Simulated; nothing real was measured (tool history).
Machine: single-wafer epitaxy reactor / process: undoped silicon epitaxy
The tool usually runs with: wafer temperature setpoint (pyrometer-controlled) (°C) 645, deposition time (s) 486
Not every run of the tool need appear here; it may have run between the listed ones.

| run | hour | wafer temperature setpoint (pyrometer-controlled) (°C) | deposition time (s) | wafers since the last listed run | hours since the last pyrometer calibration | hours since the gauge calibration | read-back reference wafer on the same gauge, thickness_nm | mean film thickness on the monitor wafer (nm) |
|---|---|---|---|---|---|---|---|---|
| 1 | 0.0 | 642 | 486 | 0 | 1353.6 | 49.5 | 83.423 | 72.679 |
| 2 | 28.9 | 642 | 486 | 120 | 1382.5 | 78.4 | 83.428 | 72.445 |
| 3 | 57.3 | 639 | 542 | 118 | 1410.9 | 106.8 | 83.372 | 76.506 |
| 4 | 74.2 | 639 | 542 | 70 | 1427.8 | 123.7 | 83.491 | 75.749 |
| 5 | 92.8 | 645 | 486 | 77 | 1446.4 | 142.3 | 83.287 | 76.552 |
| 6 | 122.8 | 645 | 486 | 125 | 1476.4 | 172.3 | 83.433 | 76.545 |
| 7 | 145.0 | 645 | 486 | 92 | 1498.6 | 194.5 | 83.422 | 76.232 |
| 8 | 167.3 | 645 | 486 | 93 | 1520.9 | 216.8 | 83.357 | 76.308 |
| 9 | 181.4 | 645 | 486 | 58 | 1535.0 | 230.9 | 83.345 | 75.701 |
| 10 | 202.5 | 645 | 486 | 88 | 1556.1 | 252.0 | 83.504 | 76.417 |
| 11 | 216.4 | 654 | 561 | 58 | 1570.0 | 265.9 | 83.408 | 103.713 |
| 12 | 247.3 | 645 | 486 | 129 | 1600.9 | 296.8 | 83.427 | 74.897 |
| 13 | 259.4 | 645 | 486 | 50 | 1613.0 | 308.9 | 83.376 | 75.873 |
| 14 | 293.6 | 645 | 527 | 142 | 1647.2 | 343.1 | 83.297 | 80.781 |
| 15 | 322.1 | 645 | 527 | 118 | 1675.7 | 371.6 | 83.480 | 80.482 |
| 16 | 357.3 | 645 | 486 | 146 | 1710.9 | 406.8 | 83.442 | 74.507 |
| 17 | 374.1 | 645 | 486 | 70 | 1727.7 | 423.6 | 83.249 | 74.052 |
| 18 | 401.3 | 645 | 486 | 113 | 1754.9 | 450.8 | 83.380 | 73.716 |
| 19 | 423.4 | 645 | 486 | 92 | 1777.0 | 472.9 | 83.417 | 73.890 |
| 20 | 458.4 | 653 | 446 | 146 | 1812.0 | 507.9 | 83.514 | 78.200 |
| 21 | 491.3 | 655 | 529 | 137 | 1844.9 | 540.8 | 83.364 | 96.639 |
| 22 | 511.9 | 642 | 486 | 86 | 1865.5 | 561.4 | 83.408 | 68.580 |
| 23 | 542.7 | 632 | 444 | 128 | 1896.3 | 592.2 | 83.285 | 51.450 |
|  | 564.9 | pyrometer calibrated |
| 24 | 569.0 | 645 | 486 | 76 | 4.1 | 618.5 | 83.301 | 82.639 |
| 25 | 602.6 | 645 | 527 | 140 | 37.7 | 652.1 | 83.247 | 90.580 |
| 26 | 635.8 | 645 | 486 | 138 | 70.9 | 685.3 | 83.522 | 82.294 |
| 27 | 654.4 | 645 | 545 | 77 | 89.5 | 703.9 | 83.426 | 92.773 |
| 28 | 668.2 | 637 | 552 | 57 | 103.3 | 717.7 | 83.520 | 79.834 |
|  | 675.2 | gauge calibrated |
| 29 | 689.3 | 639 | 542 | 88 | 124.4 | 14.1 | 83.295 | 81.682 |
| 30 | 710.2 | 645 | 570 | 87 | 145.3 | 35.0 | 83.436 | 97.422 |
| 31 | 743.4 | 658 | 440 | 138 | 178.5 | 68.2 | 83.392 | 95.855 |
| 32 | 760.9 | 657 | 453 | 73 | 196.0 | 85.7 | 83.380 | 96.576 |
| 33 | 784.3 | 637 | 552 | 97 | 219.4 | 109.1 | 83.386 | 80.205 |
| 34 | 800.4 | 631 | 393 | 67 | 235.5 | 125.2 | 83.532 | 50.675 |
| 35 | 846.3 | 632 | 486 | 191 | 281.4 | 171.1 | 83.314 | 63.744 |
| 36 | 866.3 | 654 | 571 | 83 | 301.4 | 191.1 | 83.393 | 114.582 |
| 37 | 900.9 | 652 | 427 | 144 | 336.0 | 225.7 | 83.234 | 82.996 |
| 38 | 931.8 | 653 | 486 | 129 | 366.9 | 256.6 | 83.339 | 96.327 |
| 39 | 960.2 | 641 | 416 | 118 | 395.3 | 285.0 | 83.451 | 65.288 |

For each run, the measured value with the value that run would have given without the tool's hidden condition subtracted. The run-to-run variation is shared by both, the gauge scatter possibly not:
The hidden state here: wafer temperature above the value expected at the setpoint (K); gauge reads high (%).
| run | mean film thickness on the monitor wafer (nm) |
|---|---|
| 1 | -5.127 |
| 2 | -5.322 |
| 3 | -5.880 |
| 4 | -5.957 |
| 5 | -6.100 |
| 6 | -6.349 |
| 7 | -6.510 |
| 8 | -6.708 |
| 9 | -6.777 |
| 10 | -7.027 |
| 11 | -9.534 |
| 12 | -7.286 |
| 13 | -7.492 |
| 14 | -8.318 |
| 15 | -8.576 |
| 16 | -8.278 |
| 17 | -8.392 |
| 18 | -8.621 |
| 19 | -8.864 |
| 20 | -9.603 |
| 21 | -12.261 |
| 22 | -9.140 |
| 23 | -7.240 |
| 24 | +0.333 |
| 25 | +0.361 |
| 26 | +0.318 |
| 27 | +0.348 |
| 28 | +0.297 |
| 29 | +0.289 |
| 30 | +0.323 |
| 31 | +0.276 |
| 32 | +0.257 |
| 33 | +0.195 |
| 34 | +0.112 |
| 35 | +0.088 |
| 36 | +0.106 |
| 37 | +0.016 |
| 38 | -0.052 |
| 39 | -0.085 |
